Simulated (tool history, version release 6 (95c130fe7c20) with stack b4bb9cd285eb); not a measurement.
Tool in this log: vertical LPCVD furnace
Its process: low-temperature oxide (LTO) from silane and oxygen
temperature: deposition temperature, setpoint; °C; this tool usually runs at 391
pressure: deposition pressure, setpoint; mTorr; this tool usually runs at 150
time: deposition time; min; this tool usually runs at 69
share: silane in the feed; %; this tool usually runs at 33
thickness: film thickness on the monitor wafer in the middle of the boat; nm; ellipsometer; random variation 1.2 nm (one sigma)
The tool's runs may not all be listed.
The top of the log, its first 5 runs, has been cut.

run     day  temperature  pressure  time  share  wafers since the last listed run  hours since the last temperature calibration  hours since the pressure gauge was zeroed  hours since the silane flow controller was replaced  hours since the gauge calibration  read-back reference wafer on the same gauge, thickness  thickness
  6   4.733          391       150    69     33                               144                                          18.6                                     2830.5                                               2479.2                             1282.4                                                  318.17     254.34
  7   5.633          391       150    69     33                               225                                          40.2                                     2852.1                                               2500.8                               1304                                                  318.36     253.68
  8   6.408          391       150  81.5     33                               194                                          58.8                                     2870.7                                               2519.4                             1322.6                                                  318.25     300.81
      7.725  -- pressure gauge zeroed
  9    10.8          391       170    69     33                               849                                         164.2                                       73.8                                               2624.8                               1428                                                  317.89     301.43
 10      12          400       115    69     33                               300                                           193                                      102.6                                               2653.6                             1456.8                                                  318.04     227.07
     12.162  -- gauge calibrated
 11  12.958          391       150    69     30                               240                                           216                                      125.6                                               2676.6                               19.1                                                  318.15     232.74
 12  13.512          391       150    69     33                               138                                         229.3                                      138.9                                               2689.9                               32.4                                                  318.21     267.47
 13  15.008          399       150  91.5     30                               374                                         265.2                                      174.8                                               2725.8                               68.3                                                  317.97     338.61
 14  16.467          388       165    69     33                               365                                         300.2                                      209.8                                               2760.8                              103.3                                                   318.4     282.06
 15  17.062          380       170    69     27                               149                                         314.5                                      224.1                                               2775.1                              117.6                                                  318.01     195.02
 16  17.983          391       150    96     30                               230                                         336.6                                      246.2                                               2797.2                              139.7                                                  317.79     321.48
     19.288  -- silane flow controller replaced
 17  19.308          398       140  76.5     37                                81                                         368.4                                        278                                                  0.5                              171.5                                                  317.86     348.75
 18  20.596          383       185  58.5     39                               322                                         399.3                                      308.9                                                 31.4                              202.4                                                  318.18     318.82
 19  21.646          391       130    69     28                               263                                         424.5                                      334.1                                                 56.6                              227.6                                                  318.28     181.02
 20  22.167          391       150  58.5     33                               130                                           437                                      346.6                                                 69.1                              240.1                                                  318.26     227.14
 21  23.088          391       150    69     33                               230                                         459.1                                      368.7                                                 91.2                              262.2                                                  317.66     268.01
 22    26.1          391       150    69     33                               754                                         531.4                                        441                                                163.5                              334.5                                                  317.68     268.13
 23  27.325          401       150    69     35                               306                                         560.8                                      470.4                                                192.9                              363.9                                                   318.2     327.82
 24  28.429          391       150    69     31                               276                                         587.3                                      496.9                                                219.4                              390.4                                                  318.07     243.53
 25  29.404          391       120    69     33                               244                                         610.7                                      520.3                                                242.8                              413.8                                                  318.31     213.28
 26   30.85          391       175    69     33                               362                                         645.4                                        555                                                277.5                              448.5                                                  317.93      312.8
 27  34.029          391       130    59     33                               796                                         721.7                                      631.3                                                353.8                              524.8                                                  318.12     198.57
 28  34.933          402       170    69     26                               226                                         743.4                                        653                                                375.5                              546.5                                                     318     242.74
 29  35.583          394       125    93     33                               162                                           759                                      668.6                                                391.1                              562.1                                                  318.47     310.52
 30    36.9          391       150    69     33                               329                                         790.6                                      700.2                                                422.7                              593.7                                                   317.6     268.99

Below are 5 alternative next runs, each starting from the tool's condition after run 30. Predict each:
  A  37.083          391       150    69     33                                45                                           795                                      704.6                                                427.1                              598.1                                                       ?          ?
  B  37.083          396       180  48.5     37                                45                                           795                                      704.6                                                427.1                              598.1                                                       ?          ?
  C  37.083          398       140  56.5     28                                45                                           795                                      704.6                                                427.1                              598.1                                                       ?          ?
  D  37.083          391       165    69     27                                45                                           795                                      704.6                                                427.1                              598.1                                                       ?          ?
  E  37.083          391       150  55.5     28                                45                                           795                                      704.6                                                427.1                              598.1                                                       ?          ?

run  read-back reference wafer on the same gauge, thickness  thickness
  A                                                  317.76     267.34
  B                                                  317.76     280.01
  C                                                  317.76     174.54
  D                                                  317.76     218.83
  E                                                  317.76     168.88
Without the tool's hidden state the same runs would have given:
run  thickness
  A     266.98
  B     278.91
  C     174.54
  D     217.87
  E      168.5
